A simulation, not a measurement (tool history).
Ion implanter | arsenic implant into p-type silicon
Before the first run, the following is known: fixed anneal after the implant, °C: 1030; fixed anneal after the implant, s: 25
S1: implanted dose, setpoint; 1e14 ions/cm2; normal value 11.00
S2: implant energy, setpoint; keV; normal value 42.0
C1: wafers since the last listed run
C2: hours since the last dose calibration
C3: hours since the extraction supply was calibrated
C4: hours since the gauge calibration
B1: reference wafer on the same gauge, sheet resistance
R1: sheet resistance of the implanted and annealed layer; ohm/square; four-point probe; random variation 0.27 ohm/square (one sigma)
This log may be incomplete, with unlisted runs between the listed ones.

| run | hour | S1 | S2 | C1 | C2 | C3 | C4 | B1 | R1 |
|---|---|---|---|---|---|---|---|---|---|
| 1 | 0.0 | 11.00 | 42.0 | 0 | 2056.9 | 7094.4 | 167.3 | 119.09 | 104.74 |
| 2 | 12.9 | 11.00 | 42.0 | 165 | 2069.8 | 7107.3 | 180.2 | 118.94 | 104.56 |
| 3 | 28.2 | 13.11 | 42.0 | 196 | 2085.1 | 7122.6 | 195.5 | 118.99 | 92.91 |
| 4 | 46.2 | 11.00 | 42.0 | 230 | 2103.1 | 7140.6 | 213.5 | 119.06 | 104.38 |
| 5 | 72.9 | 11.00 | 31.0 | 342 | 2129.8 | 7167.3 | 240.2 | 119.05 | 109.94 |
| 6 | 106.3 | 11.00 | 31.0 | 428 | 2163.2 | 7200.7 | 273.6 | 118.97 | 109.92 |
| 7 | 146.2 | 11.00 | 42.0 | 511 | 2203.1 | 7240.6 | 313.5 | 119.07 | 104.28 |
| 8 | 175.3 | 11.00 | 42.0 | 373 | 2232.2 | 7269.7 | 342.6 | 118.96 | 104.34 |
| 9 | 192.6 | 11.00 | 42.0 | 221 | 2249.5 | 7287.0 | 359.9 | 119.01 | 104.56 |
| 10 | 219.3 | 11.00 | 42.0 | 342 | 2276.2 | 7313.7 | 386.6 | 119.04 | 104.35 |
|  | 254.7 | extraction supply calibrated |
| 11 | 255.2 | 9.10 | 42.0 | 357 | 2312.1 | 0.5 | 422.5 | 119.10 | 119.54 |
| 12 | 269.5 | 9.10 | 42.0 | 183 | 2326.4 | 14.8 | 436.8 | 118.93 | 119.56 |
| 13 | 297.6 | 9.10 | 42.0 | 360 | 2354.5 | 42.9 | 464.9 | 118.82 | 118.63 |
| 14 | 309.7 | 11.00 | 48.0 | 155 | 2366.6 | 55.0 | 477.0 | 119.05 | 102.19 |
|  | 329.2 | Faraday cup replaced and dose calibrated |
| 15 | 329.7 | 11.00 | 51.0 | 153 | 0.5 | 75.0 | 497.0 | 119.04 | 97.82 |
| 16 | 347.9 | 11.00 | 31.0 | 233 | 18.7 | 93.2 | 515.2 | 118.94 | 106.54 |
| 17 | 366.6 | 13.13 | 50.0 | 239 | 37.4 | 111.9 | 533.9 | 119.02 | 86.88 |
| 18 | 379.2 | 11.00 | 42.0 | 161 | 50.0 | 124.5 | 546.5 | 119.01 | 101.01 |
| 19 | 402.5 | 12.66 | 52.0 | 298 | 73.3 | 147.8 | 569.8 | 118.91 | 88.73 |
| 20 | 425.4 | 13.86 | 38.0 | 293 | 96.2 | 170.7 | 592.7 | 118.93 | 89.44 |
|  | 426.6 | gauge calibrated |
| 21 | 454.7 | 12.38 | 36.0 | 375 | 125.5 | 200.0 | 28.1 | 118.96 | 96.55 |
| 22 | 478.8 | 11.00 | 31.0 | 308 | 149.6 | 224.1 | 52.2 | 118.87 | 107.16 |
| 23 | 513.1 | 13.90 | 52.0 | 439 | 183.9 | 258.4 | 86.5 | 119.00 | 83.61 |
| 24 | 528.8 | 8.90 | 49.5 | 201 | 199.6 | 274.1 | 102.2 | 119.09 | 114.76 |
| 25 | 541.9 | 11.00 | 42.0 | 167 | 212.7 | 287.2 | 115.3 | 118.95 | 102.16 |
| 26 | 562.9 | 9.32 | 49.0 | 269 | 233.7 | 308.2 | 136.3 | 118.97 | 111.59 |
| 27 | 583.8 | 13.18 | 42.0 | 267 | 254.6 | 329.1 | 157.2 | 118.94 | 90.44 |
| 28 | 614.2 | 11.00 | 33.5 | 389 | 285.0 | 359.5 | 187.6 | 119.15 | 105.66 |
| 29 | 627.2 | 11.00 | 42.0 | 166 | 298.0 | 372.5 | 200.6 | 118.90 | 101.96 |
| 30 | 653.1 | 11.00 | 56.0 | 332 | 323.9 | 398.4 | 226.5 | 119.06 | 97.11 |
| 31 | 669.8 | 11.00 | 42.0 | 214 | 340.6 | 415.1 | 243.2 | 118.96 | 102.32 |
| 32 | 739.3 | 11.00 | 42.0 | 891 | 410.1 | 484.6 | 312.7 | 119.03 | 102.37 |
| 33 | 764.3 | 8.61 | 49.5 | 320 | 435.1 | 509.6 | 337.7 | 118.95 | 118.61 |
| 34 | 796.8 | 11.00 | 42.0 | 416 | 467.6 | 542.1 | 370.2 | 118.96 | 102.41 |
| 35 | 812.9 | 13.92 | 38.5 | 206 | 483.7 | 558.2 | 386.3 | 119.01 | 89.65 |
| 36 | 839.0 | 8.31 | 33.5 | 334 | 509.8 | 584.3 | 412.4 | 118.99 | 129.03 |

What if the next run were any one of these 5? Each begins from the tool's condition after run 36:
| A | 839.4 | 11.00 | 42.0 | 5 | 510.2 | 584.7 | 412.8 | ? | ? |
| B | 839.4 | 8.87 | 42.0 | 5 | 510.2 | 584.7 | 412.8 | ? | ? |
| C | 839.4 | 7.88 | 35.0 | 5 | 510.2 | 584.7 | 412.8 | ? | ? |
| D | 839.4 | 13.93 | 53.5 | 5 | 510.2 | 584.7 | 412.8 | ? | ? |
| E | 839.4 | 13.91 | 53.0 | 5 | 510.2 | 584.7 | 412.8 | ? | ? |

| run | B1 | R1 |
|---|---|---|
| A | 119.06 | 102.50 |
| B | 119.06 | 119.09 |
| C | 119.06 | 133.37 |
| D | 119.06 | 83.67 |
| E | 119.06 | 83.92 |
Take away the tool's hidden state, keep each run's random variation, and the runs would have read:
| run | R1 |
|---|---|
| A | 101.15 |
| B | 117.42 |
| C | 131.46 |
| D | 82.60 |
| E | 82.85 |
